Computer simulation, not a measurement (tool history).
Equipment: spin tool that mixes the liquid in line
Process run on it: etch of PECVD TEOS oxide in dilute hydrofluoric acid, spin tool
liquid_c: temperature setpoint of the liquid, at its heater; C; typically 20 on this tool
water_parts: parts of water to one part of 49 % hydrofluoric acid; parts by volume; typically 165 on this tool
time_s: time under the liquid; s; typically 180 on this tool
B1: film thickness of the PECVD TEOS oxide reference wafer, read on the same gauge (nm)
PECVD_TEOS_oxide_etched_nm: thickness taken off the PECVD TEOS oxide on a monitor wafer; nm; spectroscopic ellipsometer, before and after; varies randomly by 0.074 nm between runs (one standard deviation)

run 1 hour=0 | liquid_c=20 water_parts=165 time_s=180 | B1=69.99 | PECVD_TEOS_oxide_etched_nm=9.18
run 2 hour=12.7 | liquid_c=20 water_parts=165 time_s=180 | B1=70.02 | PECVD_TEOS_oxide_etched_nm=9.16
run 3 hour=21.5 | liquid_c=20 water_parts=165 time_s=180 | B1=69.98 | PECVD_TEOS_oxide_etched_nm=9.19
run 4 hour=34.6 | liquid_c=20 water_parts=165 time_s=180 | B1=70.02 | PECVD_TEOS_oxide_etched_nm=9.24
run 5 hour=44.9 | liquid_c=20 water_parts=165 time_s=180 | B1=69.97 | PECVD_TEOS_oxide_etched_nm=9.22
run 6 hour=51.7 | liquid_c=20 water_parts=165 time_s=180 | B1=70 | PECVD_TEOS_oxide_etched_nm=9.12
run 7 hour=58.5 | liquid_c=20 water_parts=165 time_s=180 | B1=69.97 | PECVD_TEOS_oxide_etched_nm=9.15
run 8 hour=75.1 | liquid_c=20 water_parts=165 time_s=180 | B1=69.95 | PECVD_TEOS_oxide_etched_nm=8.99
run 9 hour=88.5 | liquid_c=20 water_parts=165 time_s=180 | B1=69.98 | PECVD_TEOS_oxide_etched_nm=9.17
-- hour=105.9 thermometer replaced
-- hour=106.7 hydrofluoric acid flow meter replaced
run 10 hour=138.8 | liquid_c=20 water_parts=165 time_s=180 | B1=69.99 | PECVD_TEOS_oxide_etched_nm=9.63
run 11 hour=156.2 | liquid_c=21 water_parts=165 time_s=180 | B1=70 | PECVD_TEOS_oxide_etched_nm=10.08
run 12 hour=163.2 | liquid_c=20 water_parts=210 time_s=240 | B1=69.98 | PECVD_TEOS_oxide_etched_nm=9.67
run 13 hour=170 | liquid_c=20 water_parts=165 time_s=180 | B1=69.98 | PECVD_TEOS_oxide_etched_nm=9.62
run 14 hour=184 | liquid_c=20 water_parts=165 time_s=180 | B1=70 | PECVD_TEOS_oxide_etched_nm=9.6
run 15 hour=199 | liquid_c=17 water_parts=165 time_s=180 | B1=70 | PECVD_TEOS_oxide_etched_nm=8.48
run 16 hour=208.9 | liquid_c=20 water_parts=165 time_s=150 | B1=70 | PECVD_TEOS_oxide_etched_nm=7.91
run 17 hour=221.5 | liquid_c=22.5 water_parts=190 time_s=140 | B1=69.98 | PECVD_TEOS_oxide_etched_nm=6.94
-- hour=232.6 gauge calibrated
run 18 hour=238.9 | liquid_c=20 water_parts=165 time_s=105 | B1=70 | PECVD_TEOS_oxide_etched_nm=5.51
run 19 hour=256.1 | liquid_c=20 water_parts=165 time_s=180 | B1=70.03 | PECVD_TEOS_oxide_etched_nm=9.56
run 20 hour=273.5 | liquid_c=20 water_parts=165 time_s=105 | B1=69.99 | PECVD_TEOS_oxide_etched_nm=5.51
run 21 hour=289.8 | liquid_c=24.5 water_parts=165 time_s=180 | B1=69.95 | PECVD_TEOS_oxide_etched_nm=11.18
run 22 hour=295.8 | liquid_c=20 water_parts=165 time_s=180 | B1=70.03 | PECVD_TEOS_oxide_etched_nm=9.53
run 23 hour=329.6 | liquid_c=20 water_parts=165 time_s=145 | B1=69.96 | PECVD_TEOS_oxide_etched_nm=7.62

3 options for the next run, each taken on its own from the tool as it stands now. Forecast them:
run A hour=330.1 | liquid_c=20 water_parts=100 time_s=180 | B1=? | PECVD_TEOS_oxide_etched_nm=?
run B hour=330.1 | liquid_c=24.5 water_parts=140 time_s=135 | B1=? | PECVD_TEOS_oxide_etched_nm=?
run C hour=330.1 | liquid_c=22.5 water_parts=165 time_s=180 | B1=? | PECVD_TEOS_oxide_etched_nm=?

run=A B1=70.01 PECVD_TEOS_oxide_etched_nm=16.68
run=B B1=70.01 PECVD_TEOS_oxide_etched_nm=10.19
run=C B1=70.01 PECVD_TEOS_oxide_etched_nm=10.37
What these runs would have given with no unlogged condition in the tool:
run=A PECVD_TEOS_oxide_etched_nm=17.41
run=B PECVD_TEOS_oxide_etched_nm=10.65
run=C PECVD_TEOS_oxide_etched_nm=10.85
